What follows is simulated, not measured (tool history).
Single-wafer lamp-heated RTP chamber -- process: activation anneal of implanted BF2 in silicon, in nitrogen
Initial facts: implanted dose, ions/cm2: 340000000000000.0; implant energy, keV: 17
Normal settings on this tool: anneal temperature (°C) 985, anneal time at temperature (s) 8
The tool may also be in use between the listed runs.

run	hour	anneal temperature (°C)	anneal time at temperature (s)	read-back reference wafer on the same gauge, sheet resistance	sheet resistance of the implanted and annealed layer (ohm/square)
1	0	985	8	361.96	338.46
# hour 19.3: pyrometer window cleaned and pyrometer calibrated
2	92.5	985	8	361.79	337.81
3	132.1	985	8	362.21	335.95
4	196.5	985	8	361.61	335.64
5	269	985	8	362.01	334.16
# hour 293.1: reflector plate cleaned
6	337.9	985	8	361.85	334.7
7	390.9	985	8	361.86	335.95
8	434.5	985	8	361.82	333.6
# hour 510.3: pyrometer window cleaned and pyrometer calibrated
9	516.3	985	8	362.01	333.93
10	571.1	985	12	362.36	334.93
11	666.3	985	8	362.23	336.93
# hour 706.8: reflector plate cleaned
12	735.1	985	8	362.31	337.26
13	802	985	8	362.09	336.34
14	852.9	985	8	362.52	335.77
# hour 890.1: gauge calibrated
15	893	970	10	362.2	346.14
# hour 971.7: pyrometer window cleaned and pyrometer calibrated
16	988.9	985	8	362.48	337.51
17	1027.5	1015	5	362.15	333.44
18	1071.1	1003	8	361.99	330.08
# hour 1127.7: reflector plate cleaned
19	1140.3	974	4	362.03	352.94
20	1188.4	1007	6	361.89	334.78
21	1280	972	8	362.31	345.6
22	1326.7	1007	8	361.71	331.32
23	1409.2	1013	8	362.06	330.25
# hour 1425.8: pyrometer window cleaned and pyrometer calibrated
24	1468	985	8	361.97	335.67

Each row is a separate what-if for the run after 24, all from the same tool condition, not one after another. Results?
A	1468.4	985	8	?	?
B	1468.4	957	11	?	?
C	1468.4	999	10	?	?
D	1468.4	995	4	?	?
E	1468.4	985	11	?	?

run	read-back reference wafer on the same gauge, sheet resistance	sheet resistance of the implanted and annealed layer (ohm/square)
A	362.04	337.38
B	362.04	360.48
C	362.04	332.3
D	362.04	337.83
E	362.04	335.38
Take away the tool's hidden state, keep each run's random variation, and the runs would have read:
run	sheet resistance of the implanted and annealed layer (ohm/square)
A	342.06
B	375.9
C	334.12
D	340.53
E	339.84

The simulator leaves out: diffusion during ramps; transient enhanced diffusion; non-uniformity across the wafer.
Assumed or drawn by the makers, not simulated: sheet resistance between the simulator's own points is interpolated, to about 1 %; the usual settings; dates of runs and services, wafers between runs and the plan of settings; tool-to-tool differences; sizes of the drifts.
